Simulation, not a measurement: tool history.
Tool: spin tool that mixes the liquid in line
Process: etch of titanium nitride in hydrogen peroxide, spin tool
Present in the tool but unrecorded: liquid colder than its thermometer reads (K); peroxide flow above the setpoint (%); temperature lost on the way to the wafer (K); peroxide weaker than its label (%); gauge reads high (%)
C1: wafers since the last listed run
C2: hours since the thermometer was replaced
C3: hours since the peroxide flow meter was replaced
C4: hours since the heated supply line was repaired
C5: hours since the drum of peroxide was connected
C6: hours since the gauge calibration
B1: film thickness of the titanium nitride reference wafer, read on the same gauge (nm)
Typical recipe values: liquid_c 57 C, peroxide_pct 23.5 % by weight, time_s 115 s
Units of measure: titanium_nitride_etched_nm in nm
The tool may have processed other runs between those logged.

run 1 day=0 | liquid_c=57 peroxide_pct=23.5 time_s=115 | C1=0 C2=1469.9 C3=566.1 C4=893.1 C5=1135 C6=1276 | B1=79.99 | titanium_nitride_etched_nm=10.3
run 2 day=5.938 | liquid_c=55 peroxide_pct=23.5 time_s=115 | C1=1034 C2=1612.4 C3=708.6 C4=1035.6 C5=1277.5 C6=1418.5 | B1=80 | titanium_nitride_etched_nm=8.78
run 3 day=8.042 | liquid_c=57 peroxide_pct=23.5 time_s=115 | C1=366 C2=1662.9 C3=759.1 C4=1086.1 C5=1328 C6=1469 | B1=79.97 | titanium_nitride_etched_nm=10.19
-- day=10.325 gauge calibrated
run 4 day=10.425 | liquid_c=57 peroxide_pct=23.5 time_s=115 | C1=415 C2=1720.1 C3=816.3 C4=1143.3 C5=1385.2 C6=2.4 | B1=79.99 | titanium_nitride_etched_nm=10.22
run 5 day=13.208 | liquid_c=57 peroxide_pct=23.5 time_s=115 | C1=484 C2=1786.9 C3=883.1 C4=1210.1 C5=1452 C6=69.2 | B1=80.02 | titanium_nitride_etched_nm=10.23
-- day=13.754 new drum of peroxide connected
run 6 day=14.6 | liquid_c=57 peroxide_pct=20.5 time_s=115 | C1=235 C2=1820.3 C3=916.5 C4=1243.5 C5=20.3 C6=102.6 | B1=80 | titanium_nitride_etched_nm=9.97
run 7 day=16.967 | liquid_c=57 peroxide_pct=20.5 time_s=115 | C1=412 C2=1877.1 C3=973.3 C4=1300.3 C5=77.1 C6=159.4 | B1=79.99 | titanium_nitride_etched_nm=9.87
-- day=19.325 peroxide flow meter replaced
run 8 day=19.721 | liquid_c=57 peroxide_pct=20.5 time_s=115 | C1=472 C2=1943.2 C3=9.5 C4=1366.4 C5=143.2 C6=225.5 | B1=80 | titanium_nitride_etched_nm=9.62
run 9 day=21.367 | liquid_c=57 peroxide_pct=23.5 time_s=115 | C1=286 C2=1982.7 C3=49 C4=1405.9 C5=182.7 C6=265 | B1=79.99 | titanium_nitride_etched_nm=9.96
run 10 day=22.588 | liquid_c=57 peroxide_pct=23.5 time_s=115 | C1=212 C2=2012 C3=78.3 C4=1435.2 C5=212 C6=294.3 | B1=80.01 | titanium_nitride_etched_nm=9.79
run 11 day=24.883 | liquid_c=66 peroxide_pct=30 time_s=155 | C1=399 C2=2067.1 C3=133.4 C4=1490.3 C5=267.1 C6=349.4 | B1=80 | titanium_nitride_etched_nm=25.59
run 12 day=26.254 | liquid_c=57 peroxide_pct=23.5 time_s=175 | C1=238 C2=2100 C3=166.3 C4=1523.2 C5=300 C6=382.3 | B1=80.02 | titanium_nitride_etched_nm=15.28
run 13 day=28.104 | liquid_c=57 peroxide_pct=23.5 time_s=115 | C1=322 C2=2144.4 C3=210.7 C4=1567.6 C5=344.4 C6=426.7 | B1=80.01 | titanium_nitride_etched_nm=9.97
-- day=29.671 heated supply line repaired
run 14 day=31.042 | liquid_c=49 peroxide_pct=23.5 time_s=115 | C1=504 C2=2214.9 C3=281.2 C4=32.9 C5=414.9 C6=497.2 | B1=80 | titanium_nitride_etched_nm=5.71
run 15 day=32.875 | liquid_c=59.5 peroxide_pct=26 time_s=70 | C1=319 C2=2258.9 C3=325.2 C4=76.9 C5=458.9 C6=541.2 | B1=80 | titanium_nitride_etched_nm=7.41
run 16 day=34.033 | liquid_c=57 peroxide_pct=23.5 time_s=115 | C1=201 C2=2286.7 C3=353 C4=104.7 C5=486.7 C6=569 | B1=80 | titanium_nitride_etched_nm=9.95
run 17 day=35.188 | liquid_c=62 peroxide_pct=28.5 time_s=150 | C1=201 C2=2314.4 C3=380.7 C4=132.4 C5=514.4 C6=596.7 | B1=80 | titanium_nitride_etched_nm=19.56
-- day=36.571 thermometer replaced
run 18 day=36.996 | liquid_c=63.5 peroxide_pct=26 time_s=150 | C1=307 C2=10.2 C3=424.1 C4=175.8 C5=557.8 C6=640.1 | B1=80.01 | titanium_nitride_etched_nm=21.08
run 19 day=38.454 | liquid_c=64.5 peroxide_pct=26.5 time_s=115 | C1=254 C2=45.2 C3=459.1 C4=210.8 C5=592.8 C6=675.1 | B1=79.99 | titanium_nitride_etched_nm=17.31
run 20 day=39.888 | liquid_c=47.5 peroxide_pct=23.5 time_s=115 | C1=249 C2=79.6 C3=493.5 C4=245.2 C5=627.2 C6=709.5 | B1=80.02 | titanium_nitride_etched_nm=5.11
run 21 day=42.692 | liquid_c=49.5 peroxide_pct=23.5 time_s=155 | C1=488 C2=146.9 C3=560.8 C4=312.5 C5=694.5 C6=776.8 | B1=79.99 | titanium_nitride_etched_nm=8.06
run 22 day=45.212 | liquid_c=57 peroxide_pct=23.5 time_s=115 | C1=439 C2=207.4 C3=621.3 C4=373 C5=755 C6=837.3 | B1=80.01 | titanium_nitride_etched_nm=10.14
run 23 day=47.233 | liquid_c=52.5 peroxide_pct=25.5 time_s=150 | C1=352 C2=255.9 C3=669.8 C4=421.5 C5=803.5 C6=885.8 | B1=80.01 | titanium_nitride_etched_nm=9.83
run 24 day=48.7 | liquid_c=59.5 peroxide_pct=26 time_s=70 | C1=255 C2=291.1 C3=705 C4=456.7 C5=838.7 C6=921 | B1=79.99 | titanium_nitride_etched_nm=7.38

Predict each of these 5 candidate next runs independently; none follows another, all start after run 24:
run A day=48.717 | liquid_c=57 peroxide_pct=23.5 time_s=115 | C1=2 C2=291.5 C3=705.4 C4=457.1 C5=839.1 C6=921.4 | B1=? | titanium_nitride_etched_nm=?
run B day=48.717 | liquid_c=57 peroxide_pct=26 time_s=60 | C1=2 C2=291.5 C3=705.4 C4=457.1 C5=839.1 C6=921.4 | B1=? | titanium_nitride_etched_nm=?
run C day=48.717 | liquid_c=62 peroxide_pct=23.5 time_s=115 | C1=2 C2=291.5 C3=705.4 C4=457.1 C5=839.1 C6=921.4 | B1=? | titanium_nitride_etched_nm=?
run D day=48.717 | liquid_c=50.5 peroxide_pct=16.5 time_s=170 | C1=2 C2=291.5 C3=705.4 C4=457.1 C5=839.1 C6=921.4 | B1=? | titanium_nitride_etched_nm=?
run E day=48.717 | liquid_c=57 peroxide_pct=28 time_s=115 | C1=2 C2=291.5 C3=705.4 C4=457.1 C5=839.1 C6=921.4 | B1=? | titanium_nitride_etched_nm=?

run=A B1=79.99 titanium_nitride_etched_nm=10.19
run=B B1=79.99 titanium_nitride_etched_nm=5.43
run=C B1=79.99 titanium_nitride_etched_nm=14.33
run=D B1=79.99 titanium_nitride_etched_nm=8.82
run=E B1=79.99 titanium_nitride_etched_nm=10.52
Stripped of hidden state, with their random variation kept, the same runs would have yielded:
run=A titanium_nitride_etched_nm=9.97
run=B titanium_nitride_etched_nm=5.32
run=C titanium_nitride_etched_nm=14.03
run=D titanium_nitride_etched_nm=8.64
run=E titanium_nitride_etched_nm=10.36
